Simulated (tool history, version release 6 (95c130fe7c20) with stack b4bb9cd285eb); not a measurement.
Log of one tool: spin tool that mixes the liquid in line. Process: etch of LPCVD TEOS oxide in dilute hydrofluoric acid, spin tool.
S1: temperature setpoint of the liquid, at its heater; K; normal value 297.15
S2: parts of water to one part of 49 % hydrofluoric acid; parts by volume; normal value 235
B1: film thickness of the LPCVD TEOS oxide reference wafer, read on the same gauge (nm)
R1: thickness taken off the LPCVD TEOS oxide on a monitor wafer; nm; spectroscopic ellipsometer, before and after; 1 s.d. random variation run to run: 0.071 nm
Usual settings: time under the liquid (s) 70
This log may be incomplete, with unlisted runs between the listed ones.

{"run": 1, "hour": 0.0, "S1": 297.15, "S2": 310, "time under the liquid (s)": 40, "B1": 130.01, "R1": 4.04}
{"run": 2, "hour": 37.1, "S1": 297.15, "S2": 235, "time under the liquid (s)": 70, "B1": 130.0, "R1": 10.25}
{"run": 3, "hour": 87.8, "S1": 297.15, "S2": 235, "time under the liquid (s)": 70, "B1": 129.98, "R1": 10.28}
{"run": 4, "hour": 262.5, "S1": 297.15, "S2": 235, "time under the liquid (s)": 70, "B1": 129.96, "R1": 10.32}
{"run": 5, "hour": 293.4, "S1": 294.15, "S2": 235, "time under the liquid (s)": 70, "B1": 130.01, "R1": 9.18}
{"run": 6, "hour": 321.6, "S1": 294.15, "S2": 235, "time under the liquid (s)": 70, "B1": 130.01, "R1": 9.24}
{"run": 7, "hour": 360.5, "S1": 294.15, "S2": 235, "time under the liquid (s)": 70, "B1": 130.01, "R1": 9.38}
{"run": 8, "hour": 393.1, "S1": 295.15, "S2": 235, "time under the liquid (s)": 50, "B1": 130.01, "R1": 6.98}
{"run": 9, "hour": 431.5, "S1": 297.15, "S2": 335, "time under the liquid (s)": 70, "B1": 130.02, "R1": 6.65}
{"hour": 437.5, "done": "gauge calibrated"}
{"hour": 486.1, "done": "thermometer replaced"}
{"hour": 486.6, "done": "hydrofluoric acid flow meter replaced"}
{"run": 10, "hour": 497.1, "S1": 292.15, "S2": 235, "time under the liquid (s)": 50, "B1": 130.0, "R1": 5.74}
{"run": 11, "hour": 548.9, "S1": 299.15, "S2": 335, "time under the liquid (s)": 45, "B1": 129.98, "R1": 4.26}
{"run": 12, "hour": 585.3, "S1": 297.15, "S2": 235, "time under the liquid (s)": 70, "B1": 130.0, "R1": 9.8}

Run 13 comes next. What will it give?
{"run": 13, "hour": 626.4, "S1": 301.65, "S2": 235, "time under the liquid (s)": 50, "B1": "?", "R1": "?"}

{"run 13": {"B1": 129.97, "R1": 8.27}}
On a tool with no hidden condition, and with the same random variation, this run would have come out at R1 8.14 nm.
